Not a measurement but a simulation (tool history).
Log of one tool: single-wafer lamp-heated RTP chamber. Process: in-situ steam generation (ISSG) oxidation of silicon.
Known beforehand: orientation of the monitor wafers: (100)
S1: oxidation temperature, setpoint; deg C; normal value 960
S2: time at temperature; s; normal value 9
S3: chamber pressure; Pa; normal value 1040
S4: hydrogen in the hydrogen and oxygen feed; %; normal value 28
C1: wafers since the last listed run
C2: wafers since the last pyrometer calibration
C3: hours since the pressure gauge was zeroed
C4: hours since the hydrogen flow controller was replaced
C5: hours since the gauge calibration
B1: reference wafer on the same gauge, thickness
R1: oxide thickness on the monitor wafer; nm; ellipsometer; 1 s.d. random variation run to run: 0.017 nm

run,hour,S1,S2,S3,S4,C1,C2,C3,C4,C5,B1,R1
1,0.0,960,9,1040,28,0,551,4101.7,4657.5,250.1,4.291,3.747
2,10.1,960,9,1040,28,174,726,4111.8,4667.6,260.2,4.277,3.731
3,20.3,960,9,1040,25,176,902,4122.0,4677.8,270.4,4.285,3.639
4,37.2,960,9,1040,25,292,1195,4138.9,4694.7,287.3,4.279,3.628
5,49.4,960,9,1133,28,211,1406,4151.1,4706.9,299.5,4.283,3.690
6,60.2,960,9,1133,28,187,1594,4161.9,4717.7,310.3,4.283,3.704
7,70.8,960,9,1147,28,183,1777,4172.5,4728.3,320.9,4.283,3.725
8,86.5,960,9,1147,28,271,2049,4188.2,4744.0,336.6,4.282,3.709
9,101.3,960,7,1040,28,256,2306,4203.0,4758.8,351.4,4.275,3.461
10,112.8,960,9,1040,30,199,2505,4214.5,4770.3,362.9,4.287,3.826
11,129.6,960,9,1040,30,291,2796,4231.3,4787.1,379.7,4.280,3.833
12,141.1,960,9,1040,28,199,2995,4242.8,4798.6,391.2,4.278,3.703
13,156.3,960,9,1040,28,263,3258,4258.0,4813.8,406.4,4.278,3.717
14,171.4,960,9,1040,28,261,3520,4273.1,4828.9,421.5,4.280,3.744
# hour 186.0: hydrogen flow controller replaced
15,186.5,951,8,1147,32,122,3643,4288.2,0.5,436.6,4.283,3.638
16,188.1,946,6,920,32,27,3671,4289.8,2.1,438.2,4.278,3.303
17,200.9,960,9,1040,28,221,3892,4302.6,14.9,451.0,4.285,3.727
18,209.2,952,9,1040,20,143,4036,4310.9,23.2,459.3,4.284,3.327
# hour 220.3: pressure gauge zeroed
19,224.0,977,6,973,32,117,4154,3.7,38.0,474.1,4.283,3.503
# hour 233.0: gauge calibrated
20,237.2,960,9,1040,28,228,4383,16.9,51.2,4.2,4.287,3.738
# hour 250.1: pyrometer window cleaned and pyrometer calibrated
21,253.8,966,11,1133,19,148,64,33.5,67.8,20.8,4.278,3.713
22,266.2,969,7,920,32,214,279,45.9,80.2,33.2,4.285,3.642
23,280.2,975,9,1040,28,242,522,59.9,94.2,47.2,4.268,3.892
24,291.7,949,12,920,28,199,721,71.4,105.7,58.7,4.278,4.035
25,308.5,971,9,987,28,291,1012,88.2,122.5,75.5,4.286,3.866
26,321.7,974,8,1040,28,228,1241,101.4,135.7,88.7,4.282,3.687

What does the tool deliver on the next run?
27,335.0,960,5,973,23,230,1471,114.7,149.0,102.0,?,?

B1: 4.282
R1: 2.862 nm
With the hidden condition absent and the run-to-run variation left alone, this run would have shown R1 2.862 nm.
